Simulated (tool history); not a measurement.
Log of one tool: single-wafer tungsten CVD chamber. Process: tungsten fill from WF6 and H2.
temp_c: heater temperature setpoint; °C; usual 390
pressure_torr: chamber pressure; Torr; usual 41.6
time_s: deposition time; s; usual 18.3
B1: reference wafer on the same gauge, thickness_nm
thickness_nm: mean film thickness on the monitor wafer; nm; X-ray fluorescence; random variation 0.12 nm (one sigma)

Run 1, day 0: usual settings; B1 57.7. Result: thickness_nm 52.987 nm.
Run 2, day 0.308: usual settings but temp_c 382 °C; B1 57.667. Result: thickness_nm 45.82 nm.
Run 3, day 0.583: usual settings but temp_c 382 °C; B1 57.692. Result: thickness_nm 46.014 nm.
Run 4, day 1.217: usual settings but temp_c 382 °C; B1 57.735. Result: thickness_nm 45.913 nm.
Run 5, day 1.954: usual settings; B1 57.715. Result: thickness_nm 53.023 nm.
Run 6, day 2.433: usual settings; B1 57.689. Result: thickness_nm 52.819 nm.
Run 7, day 2.796: usual settings; B1 57.702. Result: thickness_nm 52.87 nm.
Run 8, day 3.192: usual settings; B1 57.679. Result: thickness_nm 52.748 nm.
Run 9, day 3.704: usual settings; B1 57.64. Result: thickness_nm 50.951 nm.
Run 10, day 4.058: usual settings but time_s 16.2 s; B1 57.723. Result: thickness_nm 45.121 nm.
Run 11, day 4.654: usual settings but time_s 16.2 s; B1 57.719. Result: thickness_nm 45.133 nm.
Run 12, day 5.242: usual settings; B1 57.667. Result: thickness_nm 51.289 nm.
Run 13, day 5.842: usual settings but temp_c 403 °C, pressure_torr 49.8 Torr, time_s 16.3 s; B1 57.674. Result: thickness_nm 61.343 nm.
Run 14, day 6.525: usual settings but temp_c 384 °C, pressure_torr 35.7 Torr, time_s 21.6 s; B1 57.706. Result: thickness_nm 50.727 nm.
Run 15, day 8.121: usual settings; B1 57.703. Result: thickness_nm 51.423 nm.
Run 16, day 8.625: usual settings but temp_c 401 °C, pressure_torr 32.3 Torr, time_s 20.5 s; B1 57.693. Result: thickness_nm 60.955 nm.
Run 17, day 9.208: usual settings but pressure_torr 45.6 Torr; B1 57.667. Result: thickness_nm 53.391 nm.
Run 18, day 9.588: usual settings but temp_c 377 °C; B1 57.692. Result: thickness_nm 41.014 nm.
Run 19, day 10.008: usual settings but temp_c 384 °C, pressure_torr 35.7 Torr, time_s 21.6 s; B1 57.745. Result: thickness_nm 50.652 nm.
Run 20, day 10.592: usual settings but temp_c 394 °C, pressure_torr 48.5 Torr, time_s 17 s; B1 57.71. Result: thickness_nm 54.803 nm.
Run 21, day 11.1: usual settings but temp_c 384 °C, pressure_torr 35.7 Torr, time_s 21.6 s; B1 57.717. Result: thickness_nm 50.981 nm.
Run 22, day 11.679: usual settings; B1 57.722. Result: thickness_nm 51.506 nm.
Run 23, day 12.2: usual settings but time_s 16.2 s; B1 57.701. Result: thickness_nm 45.675 nm.
Run 24, day 12.85: usual settings but temp_c 385 °C, pressure_torr 33.8 Torr; B1 57.676. Result: thickness_nm 42.793 nm.
Run 25, day 13.333: usual settings but temp_c 402 °C, pressure_torr 38.5 Torr, time_s 21.3 s; B1 57.691. Result: thickness_nm 70.406 nm.
Run 26, day 13.592: usual settings but temp_c 398 °C, pressure_torr 48.7 Torr, time_s 19.5 s; B1 57.712. Result: thickness_nm 67.636 nm.
Run 27, day 14.304: usual settings but temp_c 384 °C, pressure_torr 48.4 Torr, time_s 20.4 s; B1 57.734. Result: thickness_nm 55.641 nm.
Run 28, day 14.896: usual settings but temp_c 394 °C, time_s 21.2 s; B1 57.732. Result: thickness_nm 63.808 nm.
Run 29, day 15.238: usual settings but temp_c 384 °C, pressure_torr 48.4 Torr, time_s 20.4 s; B1 57.758. Result: thickness_nm 55.671 nm.
Run 30, day 15.842: usual settings but temp_c 404 °C; B1 57.717. Result: thickness_nm 65.149 nm.
Run 31, day 16.196: usual settings but temp_c 386 °C, pressure_torr 49.2 Torr, time_s 21.6 s; B1 57.724. Result: thickness_nm 61.742 nm.
Run 32, day 17.462: usual settings but time_s 14.8 s; B1 57.701. Result: thickness_nm 41.81 nm.
Run 33, day 18.071: usual settings but temp_c 382 °C; B1 57.685. Result: thickness_nm 45.05 nm.

Taken out of this log: 4 entries between the listed runs. Where each belongs, and how the hidden state differs across it:
Between runs 8 and 9: capacitance manometer re-zeroed and calibrated (day 3.683)
  true pressure above the setpoint (%): 8.5 -> 0.629
  measured less the result without the state, thickness_nm: +1.982 -> +0.151 nm
Between runs 9 and 10: showerhead replaced (day 4.038)
  true pressure above the setpoint (%): 0.629 -> 0.732
  measured less the result without the state, thickness_nm: +0.151 -> +0.155 nm
Between runs 14 and 15: gauge calibrated (day 7.096)
  true pressure above the setpoint (%): 1.42 -> 1.83
  measured less the result without the state, thickness_nm: +0.341 -> +0.439 nm
Between runs 24 and 25: thermocouple changed; heater temperature recalibrated (day 13.312)
  true pressure above the setpoint (%): 2.92 -> 3.02
  measured less the result without the state, thickness_nm: +0.59 -> +0.994 nm

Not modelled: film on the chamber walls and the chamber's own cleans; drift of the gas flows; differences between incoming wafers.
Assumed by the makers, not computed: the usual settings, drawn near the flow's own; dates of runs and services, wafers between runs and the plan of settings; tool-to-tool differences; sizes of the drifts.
